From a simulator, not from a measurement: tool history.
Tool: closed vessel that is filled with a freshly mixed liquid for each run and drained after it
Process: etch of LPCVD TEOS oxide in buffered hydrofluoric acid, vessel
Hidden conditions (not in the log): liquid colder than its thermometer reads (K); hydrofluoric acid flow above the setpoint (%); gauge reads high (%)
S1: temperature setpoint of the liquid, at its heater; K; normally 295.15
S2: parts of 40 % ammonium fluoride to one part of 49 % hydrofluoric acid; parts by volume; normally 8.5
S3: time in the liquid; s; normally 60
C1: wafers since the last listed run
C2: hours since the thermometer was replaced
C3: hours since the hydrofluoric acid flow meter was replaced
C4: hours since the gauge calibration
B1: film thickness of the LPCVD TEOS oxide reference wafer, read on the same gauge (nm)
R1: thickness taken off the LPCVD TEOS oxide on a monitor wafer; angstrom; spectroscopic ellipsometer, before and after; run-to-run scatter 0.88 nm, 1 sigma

run 1 day=0 | S1=295.15 S2=8.5 S3=75 | C1=0 C2=2890 C3=431.4 C4=50.1 | B1=110 | R1=1290.8
run 2 day=0.375 | S1=295.15 S2=8.5 S3=75 | C1=813 C2=2899 C3=440.4 C4=59.1 | B1=109.98 | R1=1299.8
run 3 day=0.629 | S1=295.15 S2=8.5 S3=75 | C1=551 C2=2905.1 C3=446.5 C4=65.2 | B1=109.98 | R1=1298.4
run 4 day=1.142 | S1=297.65 S2=8.5 S3=60 | C1=1111 C2=2917.4 C3=458.8 C4=77.5 | B1=110 | R1=1204
run 5 day=1.846 | S1=297.65 S2=8.5 S3=60 | C1=1526 C2=2934.3 C3=475.7 C4=94.4 | B1=110 | R1=1216.8
run 6 day=3.588 | S1=295.15 S2=8.5 S3=60 | C1=3776 C2=2976.1 C3=517.5 C4=136.2 | B1=109.99 | R1=1054.7
run 7 day=4.217 | S1=295.15 S2=8.5 S3=60 | C1=1364 C2=2991.2 C3=532.6 C4=151.3 | B1=110.01 | R1=1040.7
run 8 day=4.746 | S1=295.15 S2=8.5 S3=60 | C1=1147 C2=3003.9 C3=545.3 C4=164 | B1=110 | R1=1054.9
run 9 day=6.804 | S1=295.15 S2=8.5 S3=60 | C1=4463 C2=3053.3 C3=594.7 C4=213.4 | B1=109.98 | R1=1066.8
-- day=7.417 hydrofluoric acid flow meter replaced
run 10 day=7.5 | S1=295.15 S2=8.5 S3=60 | C1=1418 C2=3070 C3=2 C4=230.1 | B1=110.02 | R1=1103.9
run 11 day=7.85 | S1=295.15 S2=8.5 S3=60 | C1=758 C2=3078.4 C3=10.4 C4=238.5 | B1=109.98 | R1=1102.9
run 12 day=8.504 | S1=295.15 S2=8.5 S3=60 | C1=1418 C2=3094.1 C3=26.1 C4=254.2 | B1=110.02 | R1=1116.8
run 13 day=8.788 | S1=295.15 S2=8.5 S3=60 | C1=614 C2=3100.9 C3=32.9 C4=261 | B1=110.01 | R1=1135.4
run 14 day=9.496 | S1=295.15 S2=8.5 S3=90 | C1=1535 C2=3117.9 C3=49.9 C4=278 | B1=109.99 | R1=1695.7
-- day=9.696 hydrofluoric acid flow meter replaced, repeated, since the last time left the tool worse
run 15 day=9.846 | S1=295.15 S2=8.5 S3=60 | C1=668 C2=3126.3 C3=3.6 C4=286.4 | B1=109.98 | R1=985.7
run 16 day=10.529 | S1=295.15 S2=8.5 S3=60 | C1=1481 C2=3142.7 C3=20 C4=302.8 | B1=110.01 | R1=969.9
-- day=10.717 thermometer replaced
run 17 day=11.196 | S1=295.15 S2=8.5 S3=60 | C1=1355 C2=11.5 C3=36 C4=318.8 | B1=110 | R1=993.9
-- day=11.6 gauge calibrated
run 18 day=11.646 | S1=295.15 S2=8.5 S3=60 | C1=975 C2=22.3 C3=46.8 C4=1.1 | B1=109.97 | R1=997.9
run 19 day=12.021 | S1=291.15 S2=10 S3=90 | C1=813 C2=31.3 C3=55.8 C4=10.1 | B1=110.01 | R1=1022.5
run 20 day=12.758 | S1=297.65 S2=7.5 S3=40 | C1=1599 C2=49 C3=73.5 C4=27.8 | B1=110.02 | R1=861.5
run 21 day=13.112 | S1=291.65 S2=8.5 S3=60 | C1=767 C2=57.5 C3=82 C4=36.3 | B1=109.99 | R1=833.1
run 22 day=13.517 | S1=295.15 S2=8.5 S3=60 | C1=876 C2=67.2 C3=91.7 C4=46 | B1=110.01 | R1=992.1
run 23 day=14.225 | S1=295.15 S2=10 S3=60 | C1=1535 C2=84.2 C3=108.7 C4=63 | B1=109.99 | R1=869.3
run 24 day=14.692 | S1=297.15 S2=8.5 S3=60 | C1=1011 C2=95.4 C3=119.9 C4=74.2 | B1=110.01 | R1=1103.9
run 25 day=14.958 | S1=295.15 S2=10.5 S3=85 | C1=578 C2=101.8 C3=126.3 C4=80.6 | B1=109.99 | R1=1192.9
run 26 day=15.296 | S1=298.15 S2=8.5 S3=70 | C1=731 C2=109.9 C3=134.4 C4=88.7 | B1=110.01 | R1=1380.2
run 27 day=15.696 | S1=299.65 S2=9.5 S3=45 | C1=867 C2=119.5 C3=144 C4=98.3 | B1=110 | R1=862.4
run 28 day=16.242 | S1=295.15 S2=8.5 S3=60 | C1=1183 C2=132.6 C3=157.1 C4=111.4 | B1=110.01 | R1=998.1
run 29 day=16.758 | S1=296.65 S2=12 S3=70 | C1=1120 C2=145 C3=169.5 C4=123.8 | B1=110 | R1=913
run 30 day=17.229 | S1=295.15 S2=7.5 S3=40 | C1=1020 C2=156.3 C3=180.8 C4=135.1 | B1=110.01 | R1=776.1
run 31 day=17.767 | S1=300.15 S2=7 S3=40 | C1=1165 C2=169.2 C3=193.7 C4=148 | B1=109.99 | R1=1071.6
run 32 day=18.121 | S1=298.15 S2=10.5 S3=40 | C1=767 C2=177.7 C3=202.2 C4=156.5 | B1=110 | R1=654.5

Predict each of these 5 candidate next runs independently; none follows another, all start after run 32:
run A day=18.15 | S1=295.15 S2=8.5 S3=60 | C1=63 C2=178.4 C3=202.9 C4=157.2 | B1=? | R1=?
run B day=18.15 | S1=291.15 S2=8.5 S3=60 | C1=63 C2=178.4 C3=202.9 C4=157.2 | B1=? | R1=?
run C day=18.15 | S1=295.15 S2=8.5 S3=30 | C1=63 C2=178.4 C3=202.9 C4=157.2 | B1=? | R1=?
run D day=18.15 | S1=298.15 S2=11.5 S3=80 | C1=63 C2=178.4 C3=202.9 C4=157.2 | B1=? | R1=?
run E day=18.15 | S1=295.15 S2=8.5 S3=80 | C1=63 C2=178.4 C3=202.9 C4=157.2 | B1=? | R1=?

run=A B1=110 R1=1003.1
run=B B1=110 R1=801.9
run=C B1=110 R1=501.5
run=D B1=110 R1=1204.9
run=E B1=110 R1=1337.4
Had the tool no hidden state, the same runs would have come out as:
run=A R1=965
run=B R1=771.5
run=C R1=482.5
run=D R1=1163.7
run=E R1=1286.7
